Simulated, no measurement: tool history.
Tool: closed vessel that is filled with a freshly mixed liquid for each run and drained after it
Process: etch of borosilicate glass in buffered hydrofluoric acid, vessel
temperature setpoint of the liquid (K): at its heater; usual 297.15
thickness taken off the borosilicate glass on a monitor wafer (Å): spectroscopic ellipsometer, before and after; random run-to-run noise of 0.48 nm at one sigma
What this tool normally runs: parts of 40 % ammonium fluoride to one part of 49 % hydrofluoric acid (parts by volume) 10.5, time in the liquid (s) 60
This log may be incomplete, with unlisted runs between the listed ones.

run    hour  temperature setpoint of the liquid (K)  parts of 40 % ammonium fluoride to one part of 49 % hydrofluoric acid (parts by volume)  time in the liquid (s)  wafers since the last listed run  hours since the thermometer was replaced  hours since the hydrofluoric acid flow meter was replaced  hours since the gauge calibration  read-back film thickness of the borosilicate glass reference wafer, read on the same gauge (nm)  thickness taken off the borosilicate glass on a monitor wafer (Å)
  1       0                                  297.15                                                                                     10.5                      60                                 0                                     365.7                                                      740.6                             2213.7                                                                                           130.01                                                                726
  2   100.1                                  297.15                                                                                     10.5                      60                              9969                                     465.8                                                      840.7                             2313.8                                                                                              130                                                              742.9
  3   184.4                                  297.15                                                                                     10.5                      60                              8395                                     550.1                                                        925                             2398.1                                                                                           129.99                                                              740.6
  4   245.6                                  297.15                                                                                     10.5                      60                              6095                                     611.3                                                      986.2                             2459.3                                                                                           130.01                                                              745.6
  5   320.4                                  297.15                                                                                        8                      60                              7449                                     686.1                                                       1061                             2534.1                                                                                           129.97                                                                951
  6   356.7                                  297.15                                                                                        8                      60                              3615                                     722.4                                                     1097.3                             2570.4                                                                                              130                                                              963.5
  7   452.6                                  297.15                                                                                     12.5                      60                              9551                                     818.3                                                     1193.2                             2666.3                                                                                           130.01                                                              645.7
  8   536.5                                  297.15                                                                                     12.5                      60                              8355                                     902.2                                                     1277.1                             2750.2                                                                                           129.98                                                              651.2
      608.5  -- thermometer replaced
  9   631.3                                  297.15                                                                                     10.5                      60                              9341                                      22.8                                                     1371.9                               2845                                                                                           130.03                                                              703.5
      650.7  -- gauge calibrated
 10   732.9                                  297.15                                                                                     10.5                      60                             10118                                     124.4                                                     1473.5                               82.2                                                                                           129.98                                                              707.1
 11   809.6                                  299.65                                                                                     10.5                      35                              7638                                     201.1                                                     1550.2                              158.9                                                                                           130.01                                                              478.7
 12   889.7                                  300.15                                                                                       12                      90                              7977                                     281.2                                                     1630.3                                239                                                                                           130.03                                                             1103.7
 13   959.4                                  302.15                                                                                      7.5                      60                              6941                                     350.9                                                       1700                              308.7                                                                                           129.99                                                             1316.4
 14  1010.8                                  301.65                                                                                       12                      60                              5119                                     402.3                                                     1751.4                              360.1                                                                                           130.01                                                                808
 15  1103.4                                  297.15                                                                                     10.5                      80                              9222                                     494.9                                                       1844                              452.7                                                                                           129.99                                                              970.3
 16  1191.3                                  302.15                                                                                     10.5                      45                              8754                                     582.8                                                     1931.9                              540.6                                                                                              130                                                              722.4
 17  1291.6                                  301.15                                                                                       13                      30                              9989                                     683.1                                                     2032.2                              640.9                                                                                              130                                                              377.3
 18  1340.8                                  297.15                                                                                      7.5                      75                              4900                                     732.3                                                     2081.4                              690.1                                                                                              130                                                             1284.5
 19    1379                                  297.15                                                                                     10.5                      85                              3804                                     770.5                                                     2119.6                              728.3                                                                                           130.02                                                             1066.7
 20  1450.5                                  297.15                                                                                     10.5                      60                              7120                                       842                                                     2191.1                              799.8                                                                                           130.01                                                              761.5
     1470.2  -- hydrofluoric acid flow meter replaced
 21  1498.1                                  299.15                                                                                     12.5                      80                              4641                                     889.6                                                       27.9                              847.4                                                                                              130                                                              957.3
     1507.4  -- thermometer replaced
 22  1569.6                                  301.65                                                                                       12                      60                              7021                                      62.2                                                       99.4                              918.9                                                                                              130                                                              790.6
 23  1611.6                                  295.65                                                                                      7.5                      40                              4182                                     104.2                                                      141.4                              960.9                                                                                           130.02                                                              605.3
 24  1754.3                                  297.15                                                                                     10.5                      90                             14212                                     246.9                                                      284.1                             1103.6                                                                                           130.02                                                             1085.6
 25    1814                                  301.65                                                                                     13.5                      60                              5945                                     306.6                                                      343.8                             1163.3                                                                                              130                                                              716.3
 26  1855.7                                  293.15                                                                                       12                      70                              4153                                     348.3                                                      385.5                               1205                                                                                              130                                                              601.5
 27  1933.6                                  293.65                                                                                      6.5                      85                              7758                                     426.2                                                      463.4                             1282.9                                                                                           130.03                                                             1370.2
 28    1982                                  297.15                                                                                     10.5                      60                              4820                                     474.6                                                      511.8                             1331.3                                                                                              130                                                                748
 29  2084.9                                  297.15                                                                                     10.5                      45                             10248                                     577.5                                                      614.7                             1434.2                                                                                           130.02                                                              563.8
 30  2303.6                                  297.15                                                                                     10.5                      60                             21781                                     796.2                                                      833.4                             1652.9                                                                                           130.02                                                              763.1
 31    2349                                  299.65                                                                                     10.5                      60                              4521                                     841.6                                                      878.8                             1698.3                                                                                           130.01                                                              884.4

Here are 5 independent what-if runs from the current tool condition. What would each one return?
  A  2349.7                                  292.65                                                                                     10.5                      60                                69                                     842.3                                                      879.5                               1699                                                                                                ?                                                                  ?
  B  2349.7                                  297.15                                                                                     10.5                      75                                69                                     842.3                                                      879.5                               1699                                                                                                ?                                                                  ?
  C  2349.7                                  293.65                                                                                     14.5                      60                                69                                     842.3                                                      879.5                               1699                                                                                                ?                                                                  ?
  D  2349.7                                  295.15                                                                                      7.5                      30                                69                                     842.3                                                      879.5                               1699                                                                                                ?                                                                  ?
  E  2349.7                                  297.15                                                                                     13.5                      60                                69                                     842.3                                                      879.5                               1699                                                                                                ?                                                                  ?

run  read-back film thickness of the borosilicate glass reference wafer, read on the same gauge (nm)  thickness taken off the borosilicate glass on a monitor wafer (Å)
  A                                                                                           129.98                                                              598.7
  B                                                                                           129.98                                                              952.4
  C                                                                                           129.98                                                              459.3
  D                                                                                           129.98                                                              470.3
  E                                                                                           129.98                                                              594.6
Stripped of hidden state, with their random variation kept, the same runs would have yielded:
run  thickness taken off the borosilicate glass on a monitor wafer (Å)
  A                                                              538.8
  B                                                              859.5
  C                                                              413.5
  D                                                              424.1
  E                                                              536.5
